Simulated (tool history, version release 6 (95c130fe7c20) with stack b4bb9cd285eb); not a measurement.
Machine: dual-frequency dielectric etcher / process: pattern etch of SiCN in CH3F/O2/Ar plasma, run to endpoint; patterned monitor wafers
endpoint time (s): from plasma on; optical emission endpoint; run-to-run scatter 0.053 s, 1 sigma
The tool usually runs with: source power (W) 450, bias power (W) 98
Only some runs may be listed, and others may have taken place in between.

run,hour,source power (W),bias power (W),"incoming incoming film thickness, nm",endpoint time (s)
1,0,450,98,7.62,17.9
2,15.4,450,98,7.64,18.1
3,29.1,450,98,7.65,18.1
4,46.9,450,98,7.66,18.2
5,58.3,450,113,7.58,17.1
6,76,420,111,7.63,17.6
7,91.7,400,98,7.59,18.5
8,105.1,400,98,7.58,18.7
9,119.6,400,98,7.56,18.5
10,135.3,450,98,7.61,18.3
11,143.4,450,98,7.73,18.5
12,157.5,350,107,7.63,18.7
# hour 168: bias power generator calibrated
13,171.9,550,105,7.63,17
14,182.7,380,121,7.6,17.6
# hour 237.1: wet clean of the chamber
# hour 237.5: source power generator calibrated
# hour 252.9: upper electrode replaced
15,253.4,450,98,7.62,17.7
16,253.7,510,116,7.56,16.1
17,260.2,490,84,7.62,18.3
18,273.3,450,98,7.55,17.5
19,289.7,450,85,7.69,18.9
20,305.9,540,90,7.6,17.5
21,318.7,450,81,7.57,18.8
22,332.2,450,85,7.65,18.8

Each row is a separate what-if for the run after 22, all from the same tool condition, not one after another. Results?
A,332.6,450,106,7.62,?
B,332.6,550,91,7.62,?
C,332.6,410,75,7.62,?

run,endpoint time (s)
A,17.4
B,17.5
C,20
With no hidden state in the tool, these same runs would have given:
run,endpoint time (s)
A,17.3
B,17.4
C,19.9

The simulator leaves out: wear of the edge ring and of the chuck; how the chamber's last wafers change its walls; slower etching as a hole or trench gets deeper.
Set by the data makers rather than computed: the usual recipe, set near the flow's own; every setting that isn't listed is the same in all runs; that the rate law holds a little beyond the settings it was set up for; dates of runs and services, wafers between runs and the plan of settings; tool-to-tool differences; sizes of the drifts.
